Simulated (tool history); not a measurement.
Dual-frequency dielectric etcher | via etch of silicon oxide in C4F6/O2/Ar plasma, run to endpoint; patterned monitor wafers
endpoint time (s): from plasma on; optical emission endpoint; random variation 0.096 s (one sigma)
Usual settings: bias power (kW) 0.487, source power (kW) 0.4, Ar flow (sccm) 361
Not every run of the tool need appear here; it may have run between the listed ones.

run     day  bias power (kW)  source power (kW)  Ar flow (sccm)  incoming incoming film thickness, nm  endpoint time (s)
  1       0            0.487                0.4             339                                 118.7                 25
  2   1.267            0.487                0.4             339                                 118.5                 25
  3   2.225            0.487                0.4             361                                 119.3               25.2
  4     3.3            0.487                0.4             361                                 118.5               25.3
  5   4.262            0.487                0.4             361                                 117.9                 25
  6   5.608            0.487                0.4             361                                 118.9               25.3
  7   6.388            0.487                0.4             361                                 119.1               25.3
  8   7.771            0.487                0.4             361                                 118.9               25.3
      9.121  -- upper electrode replaced
  9   9.142            0.487                0.4             361                                 117.9               24.9
     10.025  -- Ar flow controller replaced
     10.058  -- bias power generator calibrated
 10  10.079            0.487                0.4             361                                 118.8               25.3
     11.388  -- wet clean of the chamber
 11  11.408            0.487                0.4             361                                   118               25.1
 12  15.025            0.487                0.4             421                                   118               25.3
 13  15.654            0.525                0.4             361                                 118.9               24.7
 14  16.796            0.603               0.36             322                                 118.8               23.7
 15  17.412            0.529                0.4             361                                 117.6               24.2
 16  18.092            0.393               0.45             314                                 118.3               25.9
 17  18.871            0.407                0.4             361                                 117.2               26.6
 18  19.608            0.487                0.4             361                                 117.2               24.9
     20.358  -- source power generator calibrated
 19  20.642            0.487                0.4             431                                 118.7               25.6
 20  21.854            0.536                0.4             361                                 117.5                 24
 21  22.367            0.487                0.4             361                                 118.4               25.1
 22  22.962            0.416               0.44             361                                 118.3               25.8
 23  23.821            0.554               0.34             275                                   120               24.8
 24  24.883            0.562                0.4             330                                   119               23.7
 25  25.733            0.449               0.31             361                                 117.7               27.3

Predict each of these 5 candidate next runs independently; none follows another, all start after run 25:
  A  25.75            0.487                0.4             361                                 118.6                  ?
  B  25.75            0.592               0.45             400                                 118.6                  ?
  C  25.75            0.569               0.35             361                                 118.6                  ?
  D  25.75            0.587               0.45             361                                 118.6                  ?
  E  25.75            0.375                0.4             310                                 118.6                  ?

run  endpoint time (s)
  A               25.1
  B                 23
  C               24.5
  D               22.8
  E                 27
The same runs, with their run-to-run variation unchanged, on a tool lacking any hidden condition would have given:
run  endpoint time (s)
  A               25.1
  B                 23
  C               24.5
  D               22.8
  E                 27

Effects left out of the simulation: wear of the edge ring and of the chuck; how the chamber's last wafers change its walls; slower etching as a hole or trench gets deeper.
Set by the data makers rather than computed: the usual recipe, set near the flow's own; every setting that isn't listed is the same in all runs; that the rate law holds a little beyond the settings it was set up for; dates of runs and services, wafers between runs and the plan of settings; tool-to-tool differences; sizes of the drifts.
